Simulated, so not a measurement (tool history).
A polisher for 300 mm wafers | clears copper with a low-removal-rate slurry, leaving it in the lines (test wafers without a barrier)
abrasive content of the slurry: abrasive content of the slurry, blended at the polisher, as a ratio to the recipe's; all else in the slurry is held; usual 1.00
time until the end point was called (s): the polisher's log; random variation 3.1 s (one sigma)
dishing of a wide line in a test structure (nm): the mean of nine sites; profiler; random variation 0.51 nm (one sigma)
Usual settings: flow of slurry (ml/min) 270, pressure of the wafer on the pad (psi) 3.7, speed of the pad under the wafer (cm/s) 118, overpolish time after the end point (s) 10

| run | hour | flow of slurry (ml/min) | pressure of the wafer on the pad (psi) | speed of the pad under the wafer (cm/s) | abrasive content of the slurry | overpolish time after the end point (s) | incoming thickness of the incoming film, nm | time until the end point was called (s) | dishing of a wide line in a test structure (nm) |
|---|---|---|---|---|---|---|---|---|---|
| 1 | 0.0 | 270 | 3.7 | 92 | 1.00 | 10 | 655.8 | 208.8 | 20.2 |
|  | 6.5 | worn pad replaced by a new one |
| 2 | 12.8 | 270 | 3.7 | 92 | 1.00 | 10 | 666.8 | 215.6 | 19.9 |
|  | 29.5 | slurry nozzle cleaned |
| 3 | 30.7 | 270 | 4.1 | 118 | 1.00 | 10 | 657.3 | 157.0 | 25.6 |
| 4 | 43.2 | 270 | 4.1 | 118 | 1.00 | 10 | 669.6 | 168.2 | 25.4 |
| 5 | 53.6 | 270 | 4.1 | 118 | 1.00 | 10 | 654.3 | 161.6 | 25.6 |
| 6 | 62.8 | 270 | 3.7 | 146 | 0.85 | 10 | 661.1 | 156.1 | 26.0 |
| 7 | 73.1 | 270 | 3.7 | 146 | 0.85 | 10 | 670.6 | 164.2 | 25.3 |
| 8 | 83.8 | 270 | 3.7 | 118 | 1.00 | 10 | 667.9 | 192.4 | 23.5 |
|  | 101.5 | worn pad replaced by a new one |
| 9 | 102.0 | 270 | 3.7 | 118 | 1.00 | 10 | 657.9 | 178.0 | 22.8 |
|  | 106.5 | head pressure recalibrated |
| 10 | 115.4 | 270 | 3.7 | 118 | 1.00 | 10 | 652.5 | 186.7 | 22.9 |
| 11 | 129.1 | 270 | 3.7 | 118 | 0.80 | 12 | 655.3 | 191.1 | 25.0 |
|  | 166.4 | slurry blender recalibrated |
| 12 | 172.3 | 270 | 3.7 | 118 | 1.00 | 10 | 662.2 | 166.3 | 25.2 |
| 13 | 184.1 | 220 | 3.7 | 96 | 1.00 | 7 | 650.7 | 189.9 | 15.3 |
|  | 207.3 | worn pad replaced by a new one |
| 14 | 229.7 | 270 | 3.7 | 118 | 1.00 | 10 | 653.6 | 170.2 | 24.4 |
| 15 | 241.9 | 270 | 4.6 | 118 | 0.80 | 10 | 652.0 | 145.5 | 28.4 |
| 16 | 256.8 | 315 | 3.7 | 118 | 1.00 | 16 | 660.4 | 171.2 | 37.4 |
|  | 265.6 | slurry nozzle cleaned |
| 17 | 266.3 | 205 | 2.8 | 146 | 1.00 | 14 | 661.2 | 192.9 | 30.6 |
| 18 | 280.2 | 310 | 3.2 | 102 | 1.15 | 10 | 661.5 | 214.3 | 20.2 |
|  | 292.1 | worn pad replaced by a new one |
| 19 | 292.6 | 270 | 4.8 | 118 | 1.00 | 10 | 654.7 | 128.6 | 30.6 |
| 20 | 299.3 | 270 | 3.7 | 136 | 1.25 | 10 | 657.5 | 143.2 | 28.3 |
| 21 | 315.9 | 270 | 4.8 | 82 | 0.75 | 14 | 658.9 | 186.9 | 30.0 |
| 22 | 333.8 | 295 | 4.1 | 118 | 1.15 | 14 | 661.6 | 148.1 | 37.2 |
| 23 | 341.5 | 270 | 2.9 | 118 | 1.00 | 16 | 665.4 | 223.6 | 30.0 |
| 24 | 356.6 | 270 | 4.5 | 140 | 1.25 | 10 | 659.1 | 118.2 | 33.6 |
| 25 | 368.9 | 305 | 2.9 | 140 | 1.10 | 10 | 662.6 | 184.4 | 22.6 |
|  | 376.4 | worn pad replaced by a new one |
| 26 | 378.7 | 325 | 3.7 | 118 | 1.00 | 10 | 653.9 | 170.9 | 23.5 |

The next listed run, before its measurement:
| 27 | 388.4 | 270 | 3.7 | 118 | 1.00 | 10 | 665.7 | ? | ? |

{"run 27": {"time until the end point was called (s)": 177.9, "dishing of a wide line in a test structure (nm)": 23.5}}
Without the tool's hidden state the same run would have given time until the end point was called (s) 165.1, dishing of a wide line in a test structure (nm) 25.1.

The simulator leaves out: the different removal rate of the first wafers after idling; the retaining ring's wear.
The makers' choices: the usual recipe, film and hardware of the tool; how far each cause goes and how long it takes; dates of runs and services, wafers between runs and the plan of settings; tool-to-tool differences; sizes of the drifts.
